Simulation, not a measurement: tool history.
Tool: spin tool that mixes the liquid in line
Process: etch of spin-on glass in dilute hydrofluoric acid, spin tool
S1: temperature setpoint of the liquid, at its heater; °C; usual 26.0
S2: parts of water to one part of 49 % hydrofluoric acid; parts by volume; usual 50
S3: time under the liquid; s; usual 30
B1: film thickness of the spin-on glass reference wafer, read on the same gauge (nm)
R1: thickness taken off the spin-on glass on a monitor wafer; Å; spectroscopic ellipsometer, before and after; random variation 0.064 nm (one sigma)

run	hour	S1	S2	S3	B1	R1
1	0.0	26.0	50	30	69.99	282.3
2	7.1	26.0	50	30	69.99	283.0
3	13.3	26.0	50	30	69.98	281.6
4	23.5	26.0	50	30	70.00	282.1
5	40.5	26.0	50	30	70.00	283.0
6	55.3	26.0	50	30	70.02	282.2
7	67.2	29.0	50	30	69.97	317.4
8	74.0	29.0	50	30	70.02	316.5
9	90.9	29.0	50	30	70.03	315.5
10	99.3	26.0	55	30	69.99	253.9
11	110.3	26.0	55	30	69.98	253.3
12	117.7	26.0	50	30	70.00	280.6
13	133.9	26.0	50	30	70.00	281.0
# hour 136.8: hydrofluoric acid flow meter replaced
14	150.0	29.5	50	30	70.01	355.1
# hour 155.1: gauge calibrated
15	167.7	23.0	50	30	70.01	273.5
# hour 175.8: thermometer replaced
16	178.6	26.0	55	50	70.03	423.3
17	196.2	24.5	65	50	70.01	333.9
18	202.8	23.0	50	30	70.00	248.3
19	210.0	29.0	70	50	70.02	367.5
20	218.4	29.0	70	50	69.99	366.0
21	225.6	22.0	50	45	70.01	358.0
22	236.2	26.0	50	15	70.01	141.1
23	243.9	26.0	50	30	70.00	280.7
24	261.5	26.0	50	30	69.98	281.8
25	268.8	23.0	75	20	70.02	107.3
26	282.6	26.0	50	30	69.98	281.6
27	294.0	26.0	25	20	70.01	388.2

Forecast each of these 5 alternatives for the next run:
A	294.4	26.0	50	30	?	?
B	294.4	29.0	60	20	?	?
C	294.4	30.5	40	20	?	?
D	294.4	26.0	70	40	?	?
E	294.4	30.5	65	40	?	?

run	B1	R1
A	70.02	281.4
B	70.02	173.6
C	70.02	284.9
D	70.02	260.7
E	70.02	337.2
Without the tool's hidden state the same runs would have given:
run	R1
A	281.7
B	173.9
C	285.3
D	261.1
E	337.8
